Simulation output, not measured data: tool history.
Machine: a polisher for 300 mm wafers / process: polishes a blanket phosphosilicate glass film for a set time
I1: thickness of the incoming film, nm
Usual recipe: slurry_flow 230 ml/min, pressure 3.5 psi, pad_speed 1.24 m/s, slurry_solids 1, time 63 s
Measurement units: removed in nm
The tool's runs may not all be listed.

{"run": 1, "day": 0.0, "slurry_flow": 230, "pressure": 3.5, "pad_speed": 1.24, "slurry_solids": 1, "time": 63, "I1": 3572.2, "removed": 807.9}
{"run": 2, "day": 0.292, "slurry_flow": 230, "pressure": 3.5, "pad_speed": 1.24, "slurry_solids": 1, "time": 63, "I1": 3532.2, "removed": 806.6}
{"run": 3, "day": 1.033, "slurry_flow": 230, "pressure": 3.5, "pad_speed": 1.24, "slurry_solids": 1, "time": 63, "I1": 3544.9, "removed": 777.5}
{"run": 4, "day": 1.354, "slurry_flow": 230, "pressure": 3.8, "pad_speed": 1.24, "slurry_solids": 1, "time": 63, "I1": 3510.3, "removed": 854.7}
{"run": 5, "day": 1.688, "slurry_flow": 230, "pressure": 3.8, "pad_speed": 1.24, "slurry_solids": 1, "time": 63, "I1": 3508.6, "removed": 843.1}
{"run": 6, "day": 2.158, "slurry_flow": 230, "pressure": 3.5, "pad_speed": 1.24, "slurry_solids": 1, "time": 63, "I1": 3531.3, "removed": 772.3}
{"run": 7, "day": 2.808, "slurry_flow": 230, "pressure": 3.5, "pad_speed": 1.24, "slurry_solids": 1, "time": 63, "I1": 3575.9, "removed": 760.6}
{"run": 8, "day": 3.171, "slurry_flow": 230, "pressure": 3.5, "pad_speed": 1.24, "slurry_solids": 1, "time": 63, "I1": 3521.5, "removed": 743.8}
{"run": 9, "day": 3.592, "slurry_flow": 230, "pressure": 3.5, "pad_speed": 1.24, "slurry_solids": 1, "time": 63, "I1": 3512.5, "removed": 802}
{"run": 10, "day": 4.133, "slurry_flow": 170, "pressure": 3.2, "pad_speed": 0.92, "slurry_solids": 1, "time": 47, "I1": 3529.3, "removed": 419.4}
{"run": 11, "day": 4.579, "slurry_flow": 230, "pressure": 3.5, "pad_speed": 1.24, "slurry_solids": 1, "time": 63, "I1": 3471.7, "removed": 797.1}
{"run": 12, "day": 5.312, "slurry_flow": 230, "pressure": 3.5, "pad_speed": 1.24, "slurry_solids": 1, "time": 63, "I1": 3546.9, "removed": 786.2}
{"run": 13, "day": 5.738, "slurry_flow": 230, "pressure": 3.5, "pad_speed": 1.24, "slurry_solids": 1, "time": 63, "I1": 3547.1, "removed": 799.2}
{"run": 14, "day": 6.158, "slurry_flow": 230, "pressure": 3.5, "pad_speed": 1.24, "slurry_solids": 1, "time": 63, "I1": 3538, "removed": 791.3}
{"run": 15, "day": 6.729, "slurry_flow": 230, "pressure": 3.5, "pad_speed": 1.24, "slurry_solids": 1, "time": 70, "I1": 3550.4, "removed": 858.3}
{"run": 16, "day": 7.4, "slurry_flow": 230, "pressure": 4.4, "pad_speed": 1.24, "slurry_solids": 1, "time": 63, "I1": 3457.2, "removed": 948.7}
{"run": 17, "day": 7.9, "slurry_flow": 290, "pressure": 3.5, "pad_speed": 0.96, "slurry_solids": 1, "time": 63, "I1": 3598.1, "removed": 618.6}
{"run": 18, "day": 8.388, "slurry_flow": 230, "pressure": 3.5, "pad_speed": 1.24, "slurry_solids": 1.15, "time": 63, "I1": 3493.8, "removed": 772.5}
{"run": 19, "day": 8.821, "slurry_flow": 190, "pressure": 4.2, "pad_speed": 1.24, "slurry_solids": 0.75, "time": 69, "I1": 3547.4, "removed": 833.3}
{"run": 20, "day": 9.25, "slurry_flow": 230, "pressure": 2.9, "pad_speed": 1.24, "slurry_solids": 0.9, "time": 63, "I1": 3536, "removed": 569.2}
{"run": 21, "day": 9.796, "slurry_flow": 230, "pressure": 3.5, "pad_speed": 1.24, "slurry_solids": 0.8, "time": 79, "I1": 3540.1, "removed": 913.9}
{"run": 22, "day": 11.675, "slurry_flow": 230, "pressure": 3.5, "pad_speed": 1.24, "slurry_solids": 0.9, "time": 63, "I1": 3540.3, "removed": 749.2}
{"run": 23, "day": 12.1, "slurry_flow": 230, "pressure": 4.6, "pad_speed": 1.06, "slurry_solids": 1, "time": 42, "I1": 3502.4, "removed": 609.3}
{"run": 24, "day": 12.496, "slurry_flow": 230, "pressure": 3.5, "pad_speed": 1.24, "slurry_solids": 1, "time": 63, "I1": 3570.4, "removed": 775.1}
{"run": 25, "day": 13.158, "slurry_flow": 230, "pressure": 3.5, "pad_speed": 1.24, "slurry_solids": 1, "time": 63, "I1": 3513.8, "removed": 784.3}

Put back what was entered between runs (7 entries, withheld): which listed runs does each sit between, and how does the hidden state differ from the listed run before to the listed run after?
Run 7 -> run 8: conditioning disc replaced and pad reconditioned (day 2.933)
  removal rate lost through wear of the pad, %: 6.98 -> 8.15
  measured value less the no-hidden-state value, removed: -57.2 -> -66 nm
Run 8 -> run 9: slurry blender recalibrated (day 3.267); worn pad replaced by a new one (day 3.575)
  removal rate lost through wear of the pad, %: 8.15 -> 1.64
  measured value less the no-hidden-state value, removed: -66 -> -13.4 nm
Run 13 -> run 14: head pressure recalibrated (day 6.008)
  removal rate lost through wear of the pad, %: 3.31 -> 4.02
  measured value less the no-hidden-state value, removed: -27.3 -> -33.2 nm
Run 18 -> run 19: conditioning disc replaced and pad reconditioned (day 8.658); slurry nozzle cleaned (day 8.775)
  removal rate lost through wear of the pad, %: 9.9 -> 11.5
  measured value less the no-hidden-state value, removed: -84.9 -> -107.8 nm
Run 20 -> run 21: worn pad replaced by a new one (day 9.546)
  removal rate lost through wear of the pad, %: 13.1 -> 0.561
  measured value less the no-hidden-state value, removed: -85.9 -> -5.2 nm
